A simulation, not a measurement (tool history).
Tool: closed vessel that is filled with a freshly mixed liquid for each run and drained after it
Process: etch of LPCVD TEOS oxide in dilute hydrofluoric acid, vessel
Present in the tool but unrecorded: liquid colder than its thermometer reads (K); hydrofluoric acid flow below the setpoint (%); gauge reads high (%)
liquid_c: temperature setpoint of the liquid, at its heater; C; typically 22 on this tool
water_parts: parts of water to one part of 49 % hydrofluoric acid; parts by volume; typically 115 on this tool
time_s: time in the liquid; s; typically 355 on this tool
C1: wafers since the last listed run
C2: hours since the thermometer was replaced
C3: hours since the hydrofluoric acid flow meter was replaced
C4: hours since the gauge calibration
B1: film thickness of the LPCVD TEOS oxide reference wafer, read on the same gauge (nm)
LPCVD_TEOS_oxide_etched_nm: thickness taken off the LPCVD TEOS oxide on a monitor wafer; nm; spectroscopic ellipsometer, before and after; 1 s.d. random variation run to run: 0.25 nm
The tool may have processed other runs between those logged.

run 1 hour=0 | liquid_c=25.5 water_parts=115 time_s=355 | C1=0 C2=470.4 C3=1295.9 C4=989.3 | B1=30.06 | LPCVD_TEOS_oxide_etched_nm=52.19
run 2 hour=138.7 | liquid_c=25.5 water_parts=115 time_s=355 | C1=14079 C2=609.1 C3=1434.6 C4=1128 | B1=30 | LPCVD_TEOS_oxide_etched_nm=52.17
run 3 hour=251.8 | liquid_c=25.5 water_parts=115 time_s=355 | C1=11480 C2=722.2 C3=1547.7 C4=1241.1 | B1=30 | LPCVD_TEOS_oxide_etched_nm=52
run 4 hour=288 | liquid_c=22 water_parts=115 time_s=355 | C1=3674 C2=758.4 C3=1583.9 C4=1277.3 | B1=30.04 | LPCVD_TEOS_oxide_etched_nm=45.01
run 5 hour=393.8 | liquid_c=22 water_parts=115 time_s=355 | C1=10739 C2=864.2 C3=1689.7 C4=1383.1 | B1=29.98 | LPCVD_TEOS_oxide_etched_nm=45.24
run 6 hour=431.3 | liquid_c=22 water_parts=115 time_s=355 | C1=3806 C2=901.7 C3=1727.2 C4=1420.6 | B1=30.04 | LPCVD_TEOS_oxide_etched_nm=44.78
run 7 hour=478.7 | liquid_c=22 water_parts=115 time_s=355 | C1=4811 C2=949.1 C3=1774.6 C4=1468 | B1=29.98 | LPCVD_TEOS_oxide_etched_nm=44.64
-- hour=488.6 hydrofluoric acid flow meter replaced
run 8 hour=584 | liquid_c=22 water_parts=115 time_s=355 | C1=10587 C2=1054.4 C3=95.4 C4=1573.3 | B1=30.01 | LPCVD_TEOS_oxide_etched_nm=46.73
-- hour=588.2 gauge calibrated
run 9 hour=665.2 | liquid_c=22 water_parts=115 time_s=355 | C1=8242 C2=1135.6 C3=176.6 C4=77 | B1=29.97 | LPCVD_TEOS_oxide_etched_nm=46.8
run 10 hour=758.8 | liquid_c=22 water_parts=115 time_s=355 | C1=9501 C2=1229.2 C3=270.2 C4=170.6 | B1=30 | LPCVD_TEOS_oxide_etched_nm=46.92
run 11 hour=798.4 | liquid_c=25 water_parts=115 time_s=355 | C1=4019 C2=1268.8 C3=309.8 C4=210.2 | B1=30.01 | LPCVD_TEOS_oxide_etched_nm=52.21
run 12 hour=839.3 | liquid_c=23.5 water_parts=135 time_s=230 | C1=4151 C2=1309.7 C3=350.7 C4=251.1 | B1=30.02 | LPCVD_TEOS_oxide_etched_nm=26.78
-- hour=841.4 thermometer replaced
run 13 hour=933.4 | liquid_c=22 water_parts=115 time_s=355 | C1=9450 C2=92 C3=444.8 C4=345.2 | B1=30.02 | LPCVD_TEOS_oxide_etched_nm=46.3
run 14 hour=1028.2 | liquid_c=27 water_parts=115 time_s=355 | C1=9622 C2=186.8 C3=539.6 C4=440 | B1=29.99 | LPCVD_TEOS_oxide_etched_nm=56.75
run 15 hour=1337.7 | liquid_c=18.5 water_parts=115 time_s=355 | C1=31416 C2=496.3 C3=849.1 C4=749.5 | B1=30.01 | LPCVD_TEOS_oxide_etched_nm=39.65
run 16 hour=1429.3 | liquid_c=22 water_parts=115 time_s=235 | C1=9298 C2=587.9 C3=940.7 C4=841.1 | B1=30 | LPCVD_TEOS_oxide_etched_nm=30.22
run 17 hour=1473.9 | liquid_c=17 water_parts=60 time_s=500 | C1=4527 C2=632.5 C3=985.3 C4=885.7 | B1=29.96 | LPCVD_TEOS_oxide_etched_nm=107.04
run 18 hour=1527.1 | liquid_c=22 water_parts=115 time_s=355 | C1=5400 C2=685.7 C3=1038.5 C4=938.9 | B1=30.01 | LPCVD_TEOS_oxide_etched_nm=45.43

Selected run-to-run steps in LPCVD_TEOS_oxide_etched_nm, each split into two signed amounts: the part the tool would show with no hidden state at all (from settings, incoming material and random variation), and the remainder, which goes to the hidden state together with any gauge scatter not common to the measured and the hidden-state-free results:
Run 16 -> 17: liquid_c 22 -> 17, water_parts 115 -> 60, time_s 235 -> 500. LPCVD_TEOS_oxide_etched_nm +76.82 nm: hidden state -3.62, all else +80.44.

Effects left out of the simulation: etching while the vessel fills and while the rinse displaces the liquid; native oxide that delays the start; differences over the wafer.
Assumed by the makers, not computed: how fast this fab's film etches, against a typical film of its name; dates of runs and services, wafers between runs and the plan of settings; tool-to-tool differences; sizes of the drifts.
